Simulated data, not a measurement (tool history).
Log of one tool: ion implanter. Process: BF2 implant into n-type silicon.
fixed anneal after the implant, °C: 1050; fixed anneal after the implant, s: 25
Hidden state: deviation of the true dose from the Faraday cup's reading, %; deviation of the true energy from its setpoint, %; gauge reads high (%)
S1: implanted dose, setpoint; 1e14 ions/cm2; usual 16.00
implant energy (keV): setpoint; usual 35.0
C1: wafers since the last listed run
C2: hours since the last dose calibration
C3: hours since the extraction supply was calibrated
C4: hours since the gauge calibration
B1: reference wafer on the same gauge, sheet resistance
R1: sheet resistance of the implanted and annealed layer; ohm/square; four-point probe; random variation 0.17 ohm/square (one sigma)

{"run": 1, "hour": 0.0, "S1": 16.0, "implant energy (keV)": 31.5, "C1": 0, "C2": 1472.6, "C3": 5416.0, "C4": 148.6, "B1": 95.42, "R1": 95.68}
{"run": 2, "hour": 47.8, "S1": 16.0, "implant energy (keV)": 31.5, "C1": 1038, "C2": 1520.4, "C3": 5463.8, "C4": 196.4, "B1": 95.41, "R1": 95.87}
{"run": 3, "hour": 64.8, "S1": 16.0, "implant energy (keV)": 31.5, "C1": 369, "C2": 1537.4, "C3": 5480.8, "C4": 213.4, "B1": 95.39, "R1": 95.94}
{"run": 4, "hour": 78.7, "S1": 16.0, "implant energy (keV)": 35.0, "C1": 302, "C2": 1551.3, "C3": 5494.7, "C4": 227.3, "B1": 95.43, "R1": 93.03}
{"hour": 116.9, "done": "Faraday cup replaced and dose calibrated"}
{"run": 5, "hour": 125.0, "S1": 12.47, "implant energy (keV)": 31.5, "C1": 832, "C2": 8.1, "C3": 5541.0, "C4": 273.6, "B1": 95.36, "R1": 105.29}
{"run": 6, "hour": 138.6, "S1": 19.68, "implant energy (keV)": 35.0, "C1": 295, "C2": 21.7, "C3": 5554.6, "C4": 287.2, "B1": 95.39, "R1": 84.62}
{"run": 7, "hour": 149.4, "S1": 16.0, "implant energy (keV)": 35.0, "C1": 234, "C2": 32.5, "C3": 5565.4, "C4": 298.0, "B1": 95.39, "R1": 90.46}
{"run": 8, "hour": 155.4, "S1": 16.0, "implant energy (keV)": 35.0, "C1": 130, "C2": 38.5, "C3": 5571.4, "C4": 304.0, "B1": 95.39, "R1": 90.92}
{"hour": 160.1, "done": "gauge calibrated"}
{"run": 9, "hour": 168.4, "S1": 16.0, "implant energy (keV)": 35.0, "C1": 282, "C2": 51.5, "C3": 5584.4, "C4": 8.3, "B1": 95.42, "R1": 90.42}
{"run": 10, "hour": 184.8, "S1": 16.0, "implant energy (keV)": 35.0, "C1": 356, "C2": 67.9, "C3": 5600.8, "C4": 24.7, "B1": 95.43, "R1": 90.64}
{"hour": 202.6, "done": "extraction supply calibrated"}
{"run": 11, "hour": 218.7, "S1": 16.0, "implant energy (keV)": 35.0, "C1": 562, "C2": 101.8, "C3": 16.1, "C4": 58.6, "B1": 95.44, "R1": 90.86}
{"run": 12, "hour": 234.3, "S1": 13.24, "implant energy (keV)": 35.0, "C1": 338, "C2": 117.4, "C3": 31.7, "C4": 74.2, "B1": 95.41, "R1": 98.79}
{"run": 13, "hour": 242.0, "S1": 13.24, "implant energy (keV)": 35.0, "C1": 167, "C2": 125.1, "C3": 39.4, "C4": 81.9, "B1": 95.42, "R1": 99.1}
{"run": 14, "hour": 253.7, "S1": 12.23, "implant energy (keV)": 30.0, "C1": 254, "C2": 136.8, "C3": 51.1, "C4": 93.6, "B1": 95.41, "R1": 107.45}
{"run": 15, "hour": 265.6, "S1": 16.0, "implant energy (keV)": 35.0, "C1": 258, "C2": 148.7, "C3": 63.0, "C4": 105.5, "B1": 95.38, "R1": 90.44}
{"run": 16, "hour": 277.2, "S1": 16.0, "implant energy (keV)": 35.0, "C1": 252, "C2": 160.3, "C3": 74.6, "C4": 117.1, "B1": 95.38, "R1": 90.64}
{"run": 17, "hour": 284.2, "S1": 16.0, "implant energy (keV)": 23.0, "C1": 152, "C2": 167.3, "C3": 81.6, "C4": 124.1, "B1": 95.37, "R1": 103.03}
{"run": 18, "hour": 294.6, "S1": 14.34, "implant energy (keV)": 44.0, "C1": 225, "C2": 177.7, "C3": 92.0, "C4": 134.5, "B1": 95.4, "R1": 90.08}
{"run": 19, "hour": 304.2, "S1": 16.0, "implant energy (keV)": 35.0, "C1": 208, "C2": 187.3, "C3": 101.6, "C4": 144.1, "B1": 95.38, "R1": 90.37}
{"run": 20, "hour": 319.7, "S1": 17.75, "implant energy (keV)": 26.0, "C1": 336, "C2": 202.8, "C3": 117.1, "C4": 159.6, "B1": 95.41, "R1": 95.88}
{"run": 21, "hour": 327.9, "S1": 12.13, "implant energy (keV)": 44.0, "C1": 178, "C2": 211.0, "C3": 125.3, "C4": 167.8, "B1": 95.41, "R1": 100.0}
{"run": 22, "hour": 334.2, "S1": 16.0, "implant energy (keV)": 35.0, "C1": 136, "C2": 217.3, "C3": 131.6, "C4": 174.1, "B1": 95.39, "R1": 90.92}
{"run": 23, "hour": 346.9, "S1": 16.0, "implant energy (keV)": 25.0, "C1": 275, "C2": 230.0, "C3": 144.3, "C4": 186.8, "B1": 95.41, "R1": 100.35}
{"run": 24, "hour": 363.8, "S1": 16.0, "implant energy (keV)": 35.0, "C1": 367, "C2": 246.9, "C3": 161.2, "C4": 203.7, "B1": 95.42, "R1": 90.8}
{"run": 25, "hour": 379.8, "S1": 16.0, "implant energy (keV)": 35.0, "C1": 347, "C2": 262.9, "C3": 177.2, "C4": 219.7, "B1": 95.38, "R1": 91.0}
{"run": 26, "hour": 393.1, "S1": 17.98, "implant energy (keV)": 40.0, "C1": 288, "C2": 276.2, "C3": 190.5, "C4": 233.0, "B1": 95.37, "R1": 83.3}
{"run": 27, "hour": 399.2, "S1": 18.85, "implant energy (keV)": 30.0, "C1": 132, "C2": 282.3, "C3": 196.6, "C4": 239.1, "B1": 95.39, "R1": 90.27}
{"run": 28, "hour": 410.5, "S1": 13.59, "implant energy (keV)": 39.0, "C1": 245, "C2": 293.6, "C3": 207.9, "C4": 250.4, "B1": 95.36, "R1": 95.66}
{"run": 29, "hour": 428.0, "S1": 16.0, "implant energy (keV)": 35.0, "C1": 380, "C2": 311.1, "C3": 225.4, "C4": 267.9, "B1": 95.37, "R1": 90.42}
{"run": 30, "hour": 436.4, "S1": 16.0, "implant energy (keV)": 35.0, "C1": 182, "C2": 319.5, "C3": 233.8, "C4": 276.3, "B1": 95.42, "R1": 90.65}
{"run": 31, "hour": 450.8, "S1": 19.37, "implant energy (keV)": 45.0, "C1": 312, "C2": 333.9, "C3": 248.2, "C4": 290.7, "B1": 95.38, "R1": 77.81}
{"run": 32, "hour": 467.0, "S1": 16.0, "implant energy (keV)": 38.5, "C1": 352, "C2": 350.1, "C3": 264.4, "C4": 306.9, "B1": 95.38, "R1": 88.11}
{"run": 33, "hour": 484.7, "S1": 16.0, "implant energy (keV)": 35.0, "C1": 384, "C2": 367.8, "C3": 282.1, "C4": 324.6, "B1": 95.39, "R1": 90.83}
{"run": 34, "hour": 499.1, "S1": 12.2, "implant energy (keV)": 23.5, "C1": 312, "C2": 382.2, "C3": 296.5, "C4": 339.0, "B1": 95.42, "R1": 114.75}
{"hour": 501.0, "done": "gauge calibrated"}
{"run": 35, "hour": 513.6, "S1": 14.17, "implant energy (keV)": 35.0, "C1": 315, "C2": 396.7, "C3": 311.0, "C4": 12.6, "B1": 95.38, "R1": 96.18}
{"run": 36, "hour": 520.7, "S1": 20.66, "implant energy (keV)": 38.5, "C1": 154, "C2": 403.8, "C3": 318.1, "C4": 19.7, "B1": 95.38, "R1": 80.98}

5 ways to go on from here, each from the tool as it stands after run 36. What would each give?
{"run": "A", "hour": 521.1, "S1": 16.0, "implant energy (keV)": 35.0, "C1": 8, "C2": 404.2, "C3": 318.5, "C4": 20.1, "B1": "?", "R1": "?"}
{"run": "B", "hour": 521.1, "S1": 20.1, "implant energy (keV)": 25.5, "C1": 8, "C2": 404.2, "C3": 318.5, "C4": 20.1, "B1": "?", "R1": "?"}
{"run": "C", "hour": 521.1, "S1": 20.17, "implant energy (keV)": 23.0, "C1": 8, "C2": 404.2, "C3": 318.5, "C4": 20.1, "B1": "?", "R1": "?"}
{"run": "D", "hour": 521.1, "S1": 11.8, "implant energy (keV)": 27.0, "C1": 8, "C2": 404.2, "C3": 318.5, "C4": 20.1, "B1": "?", "R1": "?"}
{"run": "E", "hour": 521.1, "S1": 19.5, "implant energy (keV)": 45.5, "C1": 8, "C2": 404.2, "C3": 318.5, "C4": 20.1, "B1": "?", "R1": "?"}

run=A B1=95.41 R1=91.04
run=B B1=95.41 R1=93.75
run=C B1=95.41 R1=96.77
run=D B1=95.41 R1=113.47
run=E B1=95.41 R1=77.87
Without the tool's hidden state the same runs would have given:
run=A R1=90.85
run=B R1=93.63
run=C R1=96.66
run=D R1=113.12
run=E R1=77.72
